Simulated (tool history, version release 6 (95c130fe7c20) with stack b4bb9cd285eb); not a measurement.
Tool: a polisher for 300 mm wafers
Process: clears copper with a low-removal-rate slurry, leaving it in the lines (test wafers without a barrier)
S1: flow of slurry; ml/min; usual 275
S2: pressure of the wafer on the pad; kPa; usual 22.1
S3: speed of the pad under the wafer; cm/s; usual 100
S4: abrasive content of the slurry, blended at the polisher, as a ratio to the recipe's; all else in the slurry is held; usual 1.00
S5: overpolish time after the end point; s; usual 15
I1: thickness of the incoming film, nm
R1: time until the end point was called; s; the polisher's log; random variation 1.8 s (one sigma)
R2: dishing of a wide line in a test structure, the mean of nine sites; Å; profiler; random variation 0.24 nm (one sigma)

run    hour   S1    S2   S3    S4  S5     I1     R1   R2
  1     0.0  275  22.1  100  1.00  15  355.3  152.6  206
  2    69.8  275  22.1  100  1.00  15  354.8  155.4  203
  3   109.8  275  22.1  100  1.00  15  352.0  148.7  206
      136.6  -- worn pad replaced by a new one
  4   150.2  275  22.1  100  1.00  15  355.6  150.3  206
      186.1  -- slurry nozzle cleaned
  5   203.0  275  22.1  100  1.00  15  354.5  148.1  205
      218.8  -- head pressure recalibrated
      250.7  -- slurry blender recalibrated
  6   263.1  275  22.1  100  1.00  15  354.7  147.0  204
  7   322.4  275  22.1  100  1.20  10  354.8  145.6  154
  8   391.1  275  22.1  100  1.20  10  354.5  143.7  158
      424.4  -- worn pad replaced by a new one
  9   459.7  275  22.1  100  1.00  15  357.7  152.7  200
 10   499.6  275  22.1  100  1.00  15  350.7  152.8  206
 11   528.3  275  22.1  100  1.00  15  362.3  153.5  201
 12   599.0  275  22.1  100  1.00  15  358.1  154.5  201
      643.0  -- slurry blender recalibrated
      644.4  -- slurry nozzle cleaned
 13   645.5  275  22.1  100  1.00  15  352.2  149.6  215
 14   685.6  320  22.1  126  1.00  15  354.2  114.4  246
      728.3  -- worn pad replaced by a new one
 15   747.9  275  18.6  100  1.00   8  352.5  175.1  114
 16   789.4  225  18.6  100  1.00  10  355.3  183.7  135
 17   849.4  185  22.1  100  1.00  11  356.9  159.4  161
 18   892.6  275  22.1  100  1.00  15  349.8  145.2  208
 19   927.7  275  22.1  100  1.00  15  359.8  156.2  208
 20   968.6  300  22.1  100  1.00  15  355.4  151.0  209
 21  1011.3  275  24.8  100  0.90  15  350.3  135.6  219
     1024.4  -- slurry blender recalibrated
     1037.4  -- worn pad replaced by a new one
 22  1048.9  300  22.1  100  1.00   8  361.1  153.9  129
     1092.6  -- head pressure recalibrated
 23  1093.1  350  17.2  100  1.00  22  354.3  192.3  225
 24  1131.2  195  19.3  100  1.20   9  354.5  182.3  121
     1170.0  -- slurry nozzle cleaned
 25  1202.5  275  24.8   76  1.25  22  355.7  165.9  251
 26  1256.8  185  22.1   66  1.00  15  356.2  236.2  148
     1314.0  -- worn pad replaced by a new one
 27  1318.5  275  22.1  100  1.00  15  346.9  149.4  207
 28  1387.4  275  16.5  100  1.00  15  358.5  203.9  165
     1412.3  -- slurry blender recalibrated
 29  1443.2  275  22.1  100  1.00   7  361.4  154.4  117

Forecast each of these 3 alternatives for the next run:
  A  1443.7  275  22.1  114  1.00  15  355.4   ?   ?
  B  1443.7  275  29.6  100  1.00  22  355.4   ?   ?
  C  1443.7  200  29.6  100  0.80  18  355.4   ?   ?

run     R1   R2
  A  135.9  221
  B  115.3  299
  C  122.7  263
Without the tool's hidden state the same runs would have given:
run     R1   R2
  A  129.6  227
  B  109.9  305
  C  115.6  271
